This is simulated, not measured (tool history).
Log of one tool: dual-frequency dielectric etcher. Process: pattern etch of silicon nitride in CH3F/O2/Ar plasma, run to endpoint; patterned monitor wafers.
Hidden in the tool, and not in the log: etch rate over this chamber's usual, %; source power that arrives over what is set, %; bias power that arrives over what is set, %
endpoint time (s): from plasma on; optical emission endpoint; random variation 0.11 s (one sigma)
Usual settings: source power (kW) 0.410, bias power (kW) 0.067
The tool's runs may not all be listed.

run   hour  source power (kW)  bias power (kW)  wafers since the last listed run  hours since the last wet clean  hours since the last source power generator calibration  hours since the last bias power generator calibration  hours since the last upper electrode change  incoming incoming film thickness, nm  endpoint time (s)
  1    0.0              0.410            0.067                                 0                           217.4                                                   3174.0                                                 1111.8                                       3721.6                                 25.79               36.2
  2   29.4              0.460            0.073                               336                           246.8                                                   3203.4                                                 1141.2                                       3751.0                                 26.27               34.7
  3   95.8              0.460            0.073                               759                           313.2                                                   3269.8                                                 1207.6                                       3817.4                                 26.10               34.6
  4  145.9              0.460            0.073                               572                           363.3                                                   3319.9                                                 1257.7                                       3867.5                                 25.96               34.5
  5  177.8              0.360            0.058                               364                           395.2                                                   3351.8                                                 1289.6                                       3899.4                                 26.10               40.3
  6  222.0              0.360            0.058                               505                           439.4                                                   3396.0                                                 1333.8                                       3943.6                                 26.16               40.8
  7  275.5              0.410            0.067                               611                           492.9                                                   3449.5                                                 1387.3                                       3997.1                                 26.26               37.2
  8  310.6              0.410            0.067                               401                           528.0                                                   3484.6                                                 1422.4                                       4032.2                                 25.97               36.9
     365.2  -- wet clean of the chamber
  9  372.9              0.410            0.067                               437                             7.7                                                   3546.9                                                 1484.7                                       4094.5                                 26.02               35.8
 10  473.6              0.410            0.067                              1151                           108.4                                                   3647.6                                                 1585.4                                       4195.2                                 25.94               35.8
 11  499.9              0.410            0.067                               300                           134.7                                                   3673.9                                                 1611.7                                       4221.5                                 26.21               36.2
 12  539.9              0.410            0.067                               457                           174.7                                                   3713.9                                                 1651.7                                       4261.5                                 25.98               35.9
 13  595.9              0.410            0.067                               640                           230.7                                                   3769.9                                                 1707.7                                       4317.5                                 26.07               35.9
 14  621.1              0.320            0.079                               288                           255.9                                                   3795.1                                                 1732.9                                       4342.7                                 26.20               35.3

Run 15 comes next. What will it give?
 15  670.8              0.410            0.067                               568                           305.6                                                   3844.8                                                 1782.6                                       4392.4                                 26.13                  ?

{"run 15": {"endpoint time (s)": 36.5}}
Without the tool's hidden state the same run would have given endpoint time (s) 36.7.
